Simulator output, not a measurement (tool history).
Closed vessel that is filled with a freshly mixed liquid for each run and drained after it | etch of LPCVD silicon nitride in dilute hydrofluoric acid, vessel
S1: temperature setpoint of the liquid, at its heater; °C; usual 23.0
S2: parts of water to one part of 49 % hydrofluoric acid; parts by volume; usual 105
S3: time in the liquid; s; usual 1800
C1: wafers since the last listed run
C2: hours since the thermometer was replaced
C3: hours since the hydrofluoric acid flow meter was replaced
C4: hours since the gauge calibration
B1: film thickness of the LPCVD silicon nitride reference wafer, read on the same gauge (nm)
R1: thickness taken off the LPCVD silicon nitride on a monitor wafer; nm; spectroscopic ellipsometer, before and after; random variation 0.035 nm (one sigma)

run,hour,S1,S2,S3,C1,C2,C3,C4,B1,R1
1,0.0,26.0,135,1800,0,164.8,214.5,255.6,100.04,6.58
2,30.0,23.0,75,1800,1183,194.8,244.5,285.6,99.99,9.52
3,50.3,23.0,75,1800,800,215.1,264.8,305.9,99.93,9.52
# hour 55.2: gauge calibrated
4,84.2,23.0,75,1800,1337,249.0,298.7,29.0,99.98,9.58
5,97.0,23.0,105,2080,505,261.8,311.5,41.8,99.99,7.92
6,114.4,23.0,120,1800,686,279.2,328.9,59.2,100.01,6.09
7,133.9,23.0,120,1800,769,298.7,348.4,78.7,100.03,6.04
8,157.8,23.0,120,1800,942,322.6,372.3,102.6,100.03,6.07
9,172.5,23.0,145,1800,579,337.3,387.0,117.3,100.00,5.00
10,203.9,23.0,145,1800,1238,368.7,418.4,148.7,99.97,5.05
11,237.7,23.0,135,1800,1333,402.5,452.2,182.5,99.99,5.41
12,254.6,23.0,135,1800,666,419.4,469.1,199.4,100.01,5.43
13,274.1,24.5,105,2575,769,438.9,488.6,218.9,100.02,11.04
# hour 275.7: thermometer replaced
# hour 286.5: hydrofluoric acid flow meter replaced
14,292.7,23.0,85,1800,654,17.0,6.2,237.5,100.04,8.44
15,328.5,19.5,105,2235,1412,52.8,42.0,273.3,99.98,6.78
16,344.9,23.0,60,1235,647,69.2,58.4,289.7,100.02,8.11
17,379.4,27.0,105,1800,1361,103.7,92.9,324.2,99.95,8.91
18,406.2,20.0,150,1800,1057,130.5,119.7,351.0,100.02,3.95
# hour 423.5: gauge calibrated
19,438.1,23.0,125,860,1258,162.4,151.6,14.6,99.96,2.76
20,456.0,18.0,140,875,706,180.3,169.5,32.5,99.95,1.78
21,477.6,20.5,105,1205,852,201.9,191.1,54.1,100.04,3.88
22,508.1,23.0,105,1800,1203,232.4,221.6,84.6,100.00,6.88
23,530.6,20.0,150,1800,887,254.9,244.1,107.1,99.98,3.97
24,547.1,23.0,60,930,650,271.4,260.6,123.6,99.99,6.21
25,578.6,23.0,120,810,1242,302.9,292.1,155.1,100.02,2.73
26,591.9,23.0,105,1800,524,316.2,305.4,168.4,99.98,6.94
27,611.9,21.5,105,1200,789,336.2,325.4,188.4,99.97,4.14

4 ways to go on from here, each from the tool as it stands after run 27. What would each give?
A,613.0,23.0,105,1800,43,337.3,326.5,189.5,?,?
B,613.0,23.0,120,2440,43,337.3,326.5,189.5,?,?
C,613.0,24.5,80,2875,43,337.3,326.5,189.5,?,?
D,613.0,20.0,80,1800,43,337.3,326.5,189.5,?,?

run,B1,R1
A,100.03,6.89
B,100.03,8.19
C,100.03,15.90
D,100.03,7.35
Without the tool's hidden state the same runs would have given:
run,R1
A,6.78
B,8.06
C,15.65
D,7.23
